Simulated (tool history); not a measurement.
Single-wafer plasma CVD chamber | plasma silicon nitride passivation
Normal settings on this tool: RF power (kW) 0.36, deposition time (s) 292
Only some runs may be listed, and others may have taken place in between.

run,hour,RF power (kW),deposition time (s),"read-back reference wafer on the same gauge, thickness_nm",mean film thickness on the monitor wafer (angstrom)
1,0,0.36,292,302.216,3563.82
2,39.8,0.36,292,301.771,3530.21
3,72.3,0.36,292,301.864,3532.69
4,136.4,0.4,279,302.048,3512.83
# hour 174.9: RF generator calibrated
5,199.8,0.4,279,302.526,3559.01
6,270.7,0.4,279,301.657,3554.68
7,327.2,0.36,292,302.235,3596.19
8,364.4,0.36,292,301.777,3593.8
9,394.8,0.335,292,301.764,3471.4
10,429.5,0.335,292,301.939,3503.21
11,512.7,0.335,292,302.134,3460.32
12,577.3,0.36,292,301.572,3557.13
13,604.6,0.36,292,302.477,3562.77
14,656.4,0.36,292,302.135,3556.89
# hour 703.9: gauge calibrated
15,714.7,0.415,292,301.782,3740.62
16,777.8,0.36,292,301.556,3550.53
17,847.4,0.36,292,301.519,3558.72
18,918.4,0.36,292,302.305,3542.97
19,964.4,0.36,292,302.211,3540.33
20,1022.6,0.36,292,301.664,3545.89
21,1087.9,0.36,318,301.83,3851.13
22,1125.1,0.32,336,302.049,3933.62
23,1190.8,0.42,274,301.916,3513.94
24,1250.9,0.405,324,301.956,4089.9
25,1302.7,0.315,234,301.834,2695.62
26,1353.5,0.4,292,301.591,3701.96
# hour 1377.1: RF generator calibrated
27,1424.5,0.34,292,302.109,3418.55
# hour 1580.4: showerhead replaced
28,1592.6,0.335,292,302.2,3407.63
29,1638.7,0.36,292,301.97,3482.5
30,1679.3,0.315,292,301.868,3326.85
31,1726.1,0.31,307,301.433,3444.12
32,1845.8,0.39,292,302.133,3565.69
33,1885,0.36,292,301.818,3474.45
# hour 1955.6: RF generator calibrated, repeated, since the last time left the tool worse
34,1972,0.36,235,302.011,2882.73
35,1997.7,0.36,292,301.916,3618.59
36,2045.9,0.38,292,302.063,3653.51
37,2100.9,0.39,240,301.952,3029.11
38,2172.1,0.3,292,302,3338.52
39,2225.2,0.36,334,301.913,4094.68
# hour 2242.2: gauge calibrated
40,2283.7,0.305,250,301.864,2882.34
41,2328.2,0.41,256,302.246,3281.16
42,2380.3,0.42,335,301.722,4325.82

Here are 5 independent what-if runs from the current tool condition. What would each one return?
A,2380.8,0.36,292,?,?
B,2380.8,0.385,292,?,?
C,2380.8,0.36,345,?,?
D,2380.8,0.4,337,?,?
E,2380.8,0.38,309,?,?

run,"read-back reference wafer on the same gauge, thickness_nm",mean film thickness on the monitor wafer (angstrom)
A,302.088,3582.63
B,302.088,3670.93
C,302.088,4232.91
D,302.088,4295.16
E,302.088,3866.38
Without the tool's hidden state the same runs would have given:
run,mean film thickness on the monitor wafer (angstrom)
A,3616.44
B,3705.58
C,4272.85
D,4335.69
E,3902.87
